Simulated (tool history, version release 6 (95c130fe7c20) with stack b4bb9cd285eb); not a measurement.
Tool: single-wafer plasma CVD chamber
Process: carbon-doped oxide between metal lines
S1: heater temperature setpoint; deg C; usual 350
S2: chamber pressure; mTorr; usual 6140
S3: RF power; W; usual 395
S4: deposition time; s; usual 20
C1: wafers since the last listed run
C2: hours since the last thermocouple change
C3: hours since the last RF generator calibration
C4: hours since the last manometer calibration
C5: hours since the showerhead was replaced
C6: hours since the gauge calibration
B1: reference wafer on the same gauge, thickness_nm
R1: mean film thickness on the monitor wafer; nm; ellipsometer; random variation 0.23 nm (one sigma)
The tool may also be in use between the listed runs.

run 1 hour=0 | S1=350 S2=6140 S3=395 S4=20 | C1=0 C2=162.6 C3=1232 C4=1196.5 C5=151 C6=134.8 | B1=92.755 | R1=81.406
run 2 hour=25.4 | S1=350 S2=6140 S3=395 S4=20 | C1=536 C2=188 C3=1257.4 C4=1221.9 C5=176.4 C6=160.2 | B1=92.841 | R1=81.556
run 3 hour=42.1 | S1=350 S2=6700 S3=395 S4=20 | C1=353 C2=204.7 C3=1274.1 C4=1238.6 C5=193.1 C6=176.9 | B1=92.83 | R1=81.734
run 4 hour=58.7 | S1=350 S2=6140 S3=395 S4=17.1 | C1=350 C2=221.3 C3=1290.7 C4=1255.2 C5=209.7 C6=193.5 | B1=92.635 | R1=69.822
run 5 hour=90.6 | S1=350 S2=6140 S3=395 S4=20 | C1=674 C2=253.2 C3=1322.6 C4=1287.1 C5=241.6 C6=225.4 | B1=92.817 | R1=81.133
run 6 hour=121.6 | S1=350 S2=6140 S3=395 S4=20 | C1=655 C2=284.2 C3=1353.6 C4=1318.1 C5=272.6 C6=256.4 | B1=92.798 | R1=81.688
run 7 hour=134.5 | S1=364 S2=7290 S3=450 S4=16.5 | C1=272 C2=297.1 C3=1366.5 C4=1331 C5=285.5 C6=269.3 | B1=92.754 | R1=73.116
run 8 hour=147.1 | S1=350 S2=5820 S3=395 S4=20 | C1=266 C2=309.7 C3=1379.1 C4=1343.6 C5=298.1 C6=281.9 | B1=92.687 | R1=81.075
run 9 hour=167.2 | S1=335 S2=6800 S3=440 S4=18.6 | C1=424 C2=329.8 C3=1399.2 C4=1363.7 C5=318.2 C6=302 | B1=92.84 | R1=86.392
run 10 hour=196.5 | S1=340 S2=6140 S3=420 S4=20 | C1=619 C2=359.1 C3=1428.5 C4=1393 C5=347.5 C6=331.3 | B1=92.802 | R1=87.926
run 11 hour=213 | S1=350 S2=6140 S3=395 S4=20 | C1=348 C2=375.6 C3=1445 C4=1409.5 C5=364 C6=347.8 | B1=92.779 | R1=81.651
run 12 hour=245.9 | S1=336 S2=6140 S3=350 S4=20 | C1=695 C2=408.5 C3=1477.9 C4=1442.4 C5=396.9 C6=380.7 | B1=92.781 | R1=76.373
run 13 hour=281.6 | S1=350 S2=6140 S3=395 S4=18 | C1=754 C2=444.2 C3=1513.6 C4=1478.1 C5=432.6 C6=416.4 | B1=92.801 | R1=73.346
run 14 hour=293.9 | S1=343 S2=6560 S3=395 S4=20 | C1=259 C2=456.5 C3=1525.9 C4=1490.4 C5=444.9 C6=428.7 | B1=92.797 | R1=83.348
run 15 hour=311.4 | S1=350 S2=6140 S3=395 S4=20 | C1=369 C2=474 C3=1543.4 C4=1507.9 C5=462.4 C6=446.2 | B1=92.755 | R1=81.262
-- hour=329.9 capacitance manometer re-zeroed and calibrated
run 16 hour=330.4 | S1=345 S2=6140 S3=395 S4=20 | C1=232 C2=493 C3=1562.4 C4=0.5 C5=481.4 C6=465.2 | B1=92.764 | R1=82.742
run 17 hour=362.9 | S1=350 S2=6140 S3=395 S4=21.5 | C1=686 C2=525.5 C3=1594.9 C4=33 C5=513.9 C6=497.7 | B1=92.799 | R1=87.705
run 18 hour=384.9 | S1=350 S2=6140 S3=395 S4=20 | C1=465 C2=547.5 C3=1616.9 C4=55 C5=535.9 C6=519.7 | B1=92.763 | R1=81.197
-- hour=393.3 RF generator calibrated
run 19 hour=405 | S1=354 S2=4940 S3=395 S4=20 | C1=255 C2=567.6 C3=11.7 C4=75.1 C5=556 C6=539.8 | B1=92.874 | R1=81.606
run 20 hour=434.1 | S1=350 S2=7290 S3=395 S4=20 | C1=615 C2=596.7 C3=40.8 C4=104.2 C5=585.1 C6=568.9 | B1=92.824 | R1=83.134
run 21 hour=467.6 | S1=350 S2=6140 S3=395 S4=20 | C1=708 C2=630.2 C3=74.3 C4=137.7 C5=618.6 C6=602.4 | B1=92.683 | R1=82.781
run 22 hour=481.8 | S1=335 S2=6800 S3=440 S4=18.6 | C1=300 C2=644.4 C3=88.5 C4=151.9 C5=632.8 C6=616.6 | B1=92.884 | R1=87.698
run 23 hour=515.8 | S1=350 S2=7460 S3=395 S4=17.9 | C1=718 C2=678.4 C3=122.5 C4=185.9 C5=666.8 C6=650.6 | B1=92.783 | R1=74.607
run 24 hour=537.7 | S1=346 S2=7120 S3=370 S4=22.6 | C1=462 C2=700.3 C3=144.4 C4=207.8 C5=688.7 C6=672.5 | B1=92.873 | R1=89.623
run 25 hour=553.9 | S1=350 S2=7180 S3=335 S4=17.7 | C1=342 C2=716.5 C3=160.6 C4=224 C5=704.9 C6=688.7 | B1=92.752 | R1=64.215
run 26 hour=571.9 | S1=350 S2=6140 S3=395 S4=20 | C1=380 C2=734.5 C3=178.6 C4=242 C5=722.9 C6=706.7 | B1=92.75 | R1=82.229
run 27 hour=601.3 | S1=350 S2=6140 S3=395 S4=20 | C1=621 C2=763.9 C3=208 C4=271.4 C5=752.3 C6=736.1 | B1=92.772 | R1=81.739
run 28 hour=635.6 | S1=339 S2=6140 S3=425 S4=21.5 | C1=725 C2=798.2 C3=242.3 C4=305.7 C5=786.6 C6=770.4 | B1=92.891 | R1=95.848
run 29 hour=665.9 | S1=337 S2=4740 S3=440 S4=22.8 | C1=640 C2=828.5 C3=272.6 C4=336 C5=816.9 C6=800.7 | B1=92.734 | R1=103.465

Measured less the same run without the tool's hidden state. The same run-to-run variation is in both; the gauge's scatter may not be:
The hidden state here: wafer temperature above the value expected at the setpoint (K); delivered RF power above the setpoint (%); true pressure above the setpoint (%); gauge reads high (%).
run=1 R1=-1.545
run=2 R1=-1.557
run=3 R1=-1.566
run=4 R1=-1.343
run=5 R1=-1.57
run=6 R1=-1.59
run=7 R1=-1.427
run=8 R1=-1.585
run=9 R1=-1.696
run=10 R1=-1.734
run=11 R1=-1.615
run=12 R1=-1.578
run=13 R1=-1.465
run=14 R1=-1.667
run=15 R1=-1.629
run=16 R1=-1.663
run=17 R1=-1.77
run=18 R1=-1.643
run=19 R1=-0.157
run=20 R1=-0.241
run=21 R1=-0.327
run=22 R1=-0.384
run=23 R1=-0.401
run=24 R1=-0.558
run=25 R1=-0.428
run=26 R1=-0.567
run=27 R1=-0.624
run=28 R1=-0.811
run=29 R1=-0.946

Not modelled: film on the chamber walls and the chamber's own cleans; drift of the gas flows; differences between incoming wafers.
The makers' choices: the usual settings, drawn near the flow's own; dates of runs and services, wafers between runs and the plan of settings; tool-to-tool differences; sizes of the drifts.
